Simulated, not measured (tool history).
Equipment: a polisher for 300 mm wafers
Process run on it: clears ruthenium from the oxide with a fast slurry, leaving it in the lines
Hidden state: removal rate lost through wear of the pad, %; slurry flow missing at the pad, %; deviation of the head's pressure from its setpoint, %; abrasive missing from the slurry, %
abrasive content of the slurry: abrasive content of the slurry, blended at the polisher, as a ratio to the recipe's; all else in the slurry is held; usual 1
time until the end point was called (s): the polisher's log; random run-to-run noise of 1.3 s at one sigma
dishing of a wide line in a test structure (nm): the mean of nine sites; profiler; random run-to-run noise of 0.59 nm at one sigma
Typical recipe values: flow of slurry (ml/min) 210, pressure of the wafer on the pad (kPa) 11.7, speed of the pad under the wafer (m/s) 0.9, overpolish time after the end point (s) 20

run     day  flow of slurry (ml/min)  pressure of the wafer on the pad (kPa)  speed of the pad under the wafer (m/s)  abrasive content of the slurry  overpolish time after the end point (s)  wafers since the last listed run  wafers polished on this pad  hours since the slurry nozzle was cleaned  hours since the head pressure was calibrated  hours since the slurry blender was calibrated  incoming thickness of the incoming film, nm  time until the end point was called (s)  dishing of a wide line in a test structure (nm)
  1       0                      210                                    11.7                                     0.9                            0.85                                       20                                 0                         2118                                      214.2                                         599.7                                          106.7                                        154.9                                       67                                             26.9
      2.154  -- worn pad replaced by a new one
  2   2.238                      210                                    11.7                                     0.9                            0.85                                       20                               467                           19                                      267.9                                         653.4                                          160.4                                        152.8                                     66.1                                             27.7
  3   3.525                      210                                    11.7                                     0.9                            0.85                                       20                               290                          309                                      298.8                                         684.3                                          191.3                                        153.8                                     64.2                                               30
  4     6.5                      210                                    11.7                                    0.66                               1                                       20                               671                          980                                      370.2                                         755.7                                          262.7                                        152.8                                     75.7                                             25.3
      9.871  -- slurry nozzle cleaned
     10.442  -- slurry blender recalibrated
  5  11.133                      210                                    11.7                                    0.66                               1                                       20                              1017                         1998                                       30.3                                         866.9                                           16.6                                          154                                     72.6                                             26.3
     12.096  -- head pressure recalibrated
     13.454  -- worn pad replaced by a new one
  6  13.675                      210                                    11.7                                    0.66                               1                                       20                               517                           50                                       91.3                                          37.9                                           77.6                                        157.7                                     84.7                                             23.3
  7  15.142                      210                                    11.7                                     0.9                            0.75                                       20                               330                          381                                      126.5                                          73.1                                          112.8                                        158.1                                     76.6                                             24.9
  8  16.254                      210                                    11.7                                     0.9                            0.75                                       20                               251                          632                                      153.2                                          99.8                                          139.5                                        154.6                                     77.2                                             25.5
  9  18.342                      210                                    11.7                                     0.9                            0.75                                       20                               471                         1103                                      203.3                                         149.9                                          189.6                                          152                                     73.7                                             25.8
 10  19.362                      210                                    11.7                                     0.9                               1                                       20                               230                         1333                                      227.8                                         174.4                                          214.1                                        156.3                                     66.6                                             28.5
     21.933  -- slurry blender recalibrated
 11  22.371                      210                                    11.7                                     0.9                               1                                       20                               660                         1993                                        300                                         246.6                                           10.5                                        157.1                                     67.5                                             27.7
 12  24.204                      210                                    11.7                                    1.08                            1.25                                       20                               413                         2407                                        344                                         290.6                                           54.5                                        154.5                                     49.8                                             33.7
     27.167  -- worn pad replaced by a new one
 13  27.188                      275                                    11.7                                    0.68                               1                                       20                               635                            4                                      415.6                                         362.2                                          126.1                                        154.9                                     75.4                                             24.9
     27.804  -- slurry nozzle cleaned
 14  29.846                      210                                    11.7                                     0.9                               1                                       20                               590                          595                                         49                                           426                                          189.9                                        153.2                                     62.4                                             28.8
 15  32.321                      170                                    14.5                                    1.12                             1.1                                       20                               558                         1153                                      108.4                                         485.4                                          249.3                                        153.7                                       42                                             36.2
     33.196  -- slurry blender recalibrated
 16  34.346                      275                                    11.7                                    0.68                               1                                       20                               438                         1591                                        157                                           534                                           27.6                                        156.3                                     79.3                                             25.6
 17  35.712                      210                                    11.7                                     0.9                             0.9                                       20                               308                         1900                                      189.8                                         566.8                                           60.4                                        153.9                                     61.9                                             27.9
 18  37.796                      210                                    11.7                                     0.6                             1.2                                       20                               470                         2370                                      239.8                                         616.8                                          110.4                                        152.4                                     76.9                                             26.2
 19  40.275                      210                                    11.7                                     0.7                               1                                       29                               559                         2929                                      299.3                                         676.3                                          169.9                                        154.3                                     72.2                                             33.7
     41.217  -- head pressure recalibrated
     41.396  -- worn pad replaced by a new one
 20  42.333                      210                                    11.7                                     0.9                             1.3                                       10                               408                          211                                      348.7                                          26.8                                          219.3                                          155                                     60.1                                             18.8
 21  43.883                      170                                    14.5                                     0.9                               1                                       20                               349                          561                                      385.9                                            64                                          256.5                                        153.9                                     55.6                                             32.2
 22  46.725                      180                                    11.7                                     0.9                               1                                       26                               641                         1202                                      454.1                                         132.2                                          324.7                                        153.8                                     65.6                                             32.1
     47.267  -- slurry blender recalibrated
 23  48.962                      210                                    10.3                                     0.9                               1                                       20                               486                         1689                                      507.8                                         185.9                                           40.7                                          155                                     72.5                                             26.7
     49.717  -- slurry nozzle cleaned
 24  50.925                      155                                    11.7                                     0.9                            1.25                                        9                               433                         2122                                         29                                           233                                           87.8                                        154.5                                       63                                             15.8
     52.446  -- worn pad replaced by a new one
 25  52.679                      140                                    11.7                                    0.78                               1                                       20                               358                           52                                       71.1                                         275.1                                          129.9                                          155                                       77                                             25.9
 26  54.858                      210                                    11.7                                     0.9                               1                                       20                               491                          544                                      123.4                                         327.4                                          182.2                                        154.2                                       63                                             28.9
 27  56.929                      275                                    14.5                                     0.9                               1                                       30                               467                         1011                                      173.1                                         377.1                                          231.9                                        156.5                                     51.3                                             39.8

Forecast each of these 5 alternatives for the next run:
  A  56.946                      165                                    11.7                                     0.9                               1                                       20                                 3                         1015                                      173.5                                         377.5                                          232.3                                          154                                        ?                                                ?
  B  56.946                      280                                    11.7                                     0.9                               1                                       15                                 3                         1015                                      173.5                                         377.5                                          232.3                                          154                                        ?                                                ?
  C  56.946                      145                                    11.7                                    1.02                            0.75                                       20                                 3                         1015                                      173.5                                         377.5                                          232.3                                          154                                        ?                                                ?
  D  56.946                      140                                    15.9                                     0.9                               1                                       27                                 3                         1015                                      173.5                                         377.5                                          232.3                                          154                                        ?                                                ?
  E  56.946                      280                                    11.7                                     0.9                               1                                       20                                 3                         1015                                      173.5                                         377.5                                          232.3                                          154                                        ?                                                ?

run  time until the end point was called (s)  dishing of a wide line in a test structure (nm)
  A                                     66.1                                             29.1
  B                                     61.4                                             25.2
  C                                     70.7                                             27.9
  D                                     50.5                                               40
  E                                     61.4                                             30.5
Stripped of hidden state, with their random variation kept, the same runs would have yielded:
run  time until the end point was called (s)  dishing of a wide line in a test structure (nm)
  A                                       68                                             28.6
  B                                     63.2                                             24.7
  C                                     72.7                                             27.3
  D                                     51.9                                             39.4
  E                                     63.2                                               30

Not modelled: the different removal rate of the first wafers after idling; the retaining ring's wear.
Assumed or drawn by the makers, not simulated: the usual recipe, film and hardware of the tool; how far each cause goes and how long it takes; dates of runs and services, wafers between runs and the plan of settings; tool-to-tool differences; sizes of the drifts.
